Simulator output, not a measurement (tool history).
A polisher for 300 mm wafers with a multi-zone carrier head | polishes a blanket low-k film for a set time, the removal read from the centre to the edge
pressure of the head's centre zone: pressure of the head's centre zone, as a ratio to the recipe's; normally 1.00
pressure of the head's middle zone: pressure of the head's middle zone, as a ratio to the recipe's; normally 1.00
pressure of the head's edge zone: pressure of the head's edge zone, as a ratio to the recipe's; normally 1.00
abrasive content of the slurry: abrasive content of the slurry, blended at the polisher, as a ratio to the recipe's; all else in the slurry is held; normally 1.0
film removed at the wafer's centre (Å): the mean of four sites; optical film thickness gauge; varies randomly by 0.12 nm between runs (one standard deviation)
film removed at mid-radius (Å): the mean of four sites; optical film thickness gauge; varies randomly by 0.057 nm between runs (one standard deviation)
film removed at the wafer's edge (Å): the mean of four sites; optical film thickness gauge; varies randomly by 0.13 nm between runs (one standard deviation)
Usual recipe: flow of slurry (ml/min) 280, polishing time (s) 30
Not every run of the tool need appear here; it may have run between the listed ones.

run     day  flow of slurry (ml/min)  pressure of the head's centre zone  pressure of the head's middle zone  pressure of the head's edge zone  abrasive content of the slurry  polishing time (s)  wafers since the last listed run  wafers polished on this pad  hours since the slurry nozzle was cleaned  hours since the centre zone pressure was calibrated  hours since the edge zone pressure was calibrated  hours since the carrier head's membrane was replaced  incoming thickness of the incoming film, nm  film removed at the wafer's centre (Å)  film removed at mid-radius (Å)  film removed at the wafer's edge (Å)
  1   0.000                      280                                1.00                                1.00                              1.00                             1.0                  35                                 0                          236                                      165.7                                                972.0                                              363.2                                                 722.7                                        746.8                                      96                              93                                    93
  2   1.058                      280                                1.00                                1.00                              1.00                             1.0                  30                               173                          409                                      191.1                                                997.4                                              388.6                                                 748.1                                        759.5                                      81                              77                                    80
  3   1.638                      280                                1.00                                1.00                              1.00                             1.0                  30                                94                          504                                      205.0                                               1011.3                                              402.5                                                 762.0                                        750.0                                      79                              76                                    80
  4   2.546                      280                                1.00                                1.00                              0.93                             1.0                  30                               148                          653                                      226.8                                               1033.1                                              424.3                                                 783.8                                        750.0                                      78                              75                                    76
  5   3.375                      280                                1.09                                1.00                              1.00                             0.8                  30                               135                          789                                      246.7                                               1053.0                                              444.2                                                 803.7                                        749.1                                      72                              65                                    68
      4.421  -- carrier head's membrane replaced by a new one
      4.833  -- centre zone pressure recalibrated
      4.967  -- worn pad replaced by a new one
      5.458  -- slurry nozzle cleaned
  6   5.812                      280                                1.09                                1.00                              1.00                             0.8                  30                               323                          132                                        8.5                                                 23.5                                              502.7                                                  33.4                                        737.7                                      83                              73                                    76
  7   6.654                      280                                1.03                                1.00                              1.00                             1.0                  30                               137                          269                                       28.7                                                 43.7                                              522.9                                                  53.6                                        745.1                                      89                              81                                    84
  8   8.071                      280                                1.00                                1.00                              1.00                             1.0                  30                               232                          502                                       62.7                                                 77.7                                              556.9                                                  87.6                                        743.1                                      82                              80                                    83
  9   9.233                      280                                1.00                                1.00                              1.00                             1.0                  30                               190                          692                                       90.6                                                105.6                                              584.8                                                 115.5                                        747.1                                      82                              78                                    79
 10  10.150                      280                                1.00                                1.00                              1.00                             1.0                  30                               150                          842                                      112.6                                                127.6                                              606.8                                                 137.5                                        746.4                                      80                              77                                    80
 11  11.121                      235                                1.00                                1.00                              1.00                             1.0                  30                               159                         1001                                      135.9                                                150.9                                              630.1                                                 160.8                                        747.1                                      76                              74                                    78
     11.417  -- worn pad replaced by a new one
     12.017  -- edge zone pressure recalibrated
 12  12.179                      280                                1.03                                0.95                              1.00                             1.0                  30                               132                          111                                      161.3                                                176.3                                                3.9                                                 186.2                                        749.8                                      87                              78                                    85
 13  12.804                      340                                1.04                                1.00                              0.93                             1.0                  30                               102                          213                                      176.3                                                191.3                                               18.9                                                 201.2                                        751.0                                      88                              82                                    83
 14  14.154                      280                                1.00                                1.00                              1.00                             1.0                  30                               221                          434                                      208.7                                                223.7                                               51.3                                                 233.6                                        748.1                                      80                              77                                    79
 15  15.233                      280                                1.00                                0.94                              1.00                             1.2                  39                               176                          611                                      234.6                                                249.6                                               77.2                                                 259.5                                        755.1                                     112                             103                                   114
 16  16.467                      205                                1.04                                1.00                              0.88                             0.7                  30                               202                          813                                      264.2                                                279.2                                              106.8                                                 289.1                                        747.2                                      59                              56                                    56
 17  17.329                      280                                0.93                                1.07                              1.00                             1.0                  30                               141                          955                                      284.9                                                299.9                                              127.5                                                 309.8                                        738.9                                      70                              76                                    76
     18.150  -- worn pad replaced by a new one
     18.542  -- slurry nozzle cleaned
 18  21.100                      250                                0.88                                0.96                              1.11                             1.0                  30                               583                          476                                       61.4                                                390.4                                              218.0                                                 400.3                                        760.2                                      72                              77                                    84
 19  21.879                      280                                1.00                                0.91                              1.03                             1.0                  30                               127                          604                                       80.1                                                409.1                                              236.7                                                 419.0                                        761.7                                      80                              73                                    83
 20  23.017                      280                                1.00                                1.00                              1.00                             1.2                  33                               186                          790                                      107.4                                                436.4                                              264.0                                                 446.3                                        759.9                                      98                              94                                    95
 21  24.275                      350                                0.91                                1.06                              1.00                             1.0                  30                               206                          997                                      137.6                                                466.6                                              294.2                                                 476.5                                        746.1                                      73                              81                                    79
 22  25.446                      245                                1.06                                1.00                              1.00                             1.2                  30                               191                         1188                                      165.7                                                494.7                                              322.3                                                 504.6                                        747.5                                      88                              80                                    83
     26.162  -- worn pad replaced by a new one
 23  26.388                      245                                1.07                                1.00                              1.00                             1.0                  38                               127                           36                                      188.3                                                517.3                                              344.9                                                 527.2                                        755.6                                     111                             100                                   106

Here are 3 independent what-if runs from the current tool condition. What would each one return?
  A  26.404                      280                                1.00                                1.00                              1.00                             1.0                  30                                 2                           39                                      188.7                                                517.7                                              345.3                                                 527.6                                        743.8                                       ?                               ?                                     ?
  B  26.404                      370                                1.00                                1.00                              1.00                             1.0                  39                                 2                           39                                      188.7                                                517.7                                              345.3                                                 527.6                                        743.8                                       ?                               ?                                     ?
  C  26.404                      235                                1.00                                1.00                              1.11                             1.0                  30                                 2                           39                                      188.7                                                517.7                                              345.3                                                 527.6                                        743.8                                       ?                               ?                                     ?

run  film removed at the wafer's centre (Å)  film removed at mid-radius (Å)  film removed at the wafer's edge (Å)
  A                                      82                              82                                    85
  B                                     110                             109                                   113
  C                                      80                              80                                    88
What these runs would have given with no unlogged condition in the tool:
run  film removed at the wafer's centre (Å)  film removed at mid-radius (Å)  film removed at the wafer's edge (Å)
  A                                      85                              85                                    88
  B                                     114                             113                                   116
  C                                      84                              83                                    91

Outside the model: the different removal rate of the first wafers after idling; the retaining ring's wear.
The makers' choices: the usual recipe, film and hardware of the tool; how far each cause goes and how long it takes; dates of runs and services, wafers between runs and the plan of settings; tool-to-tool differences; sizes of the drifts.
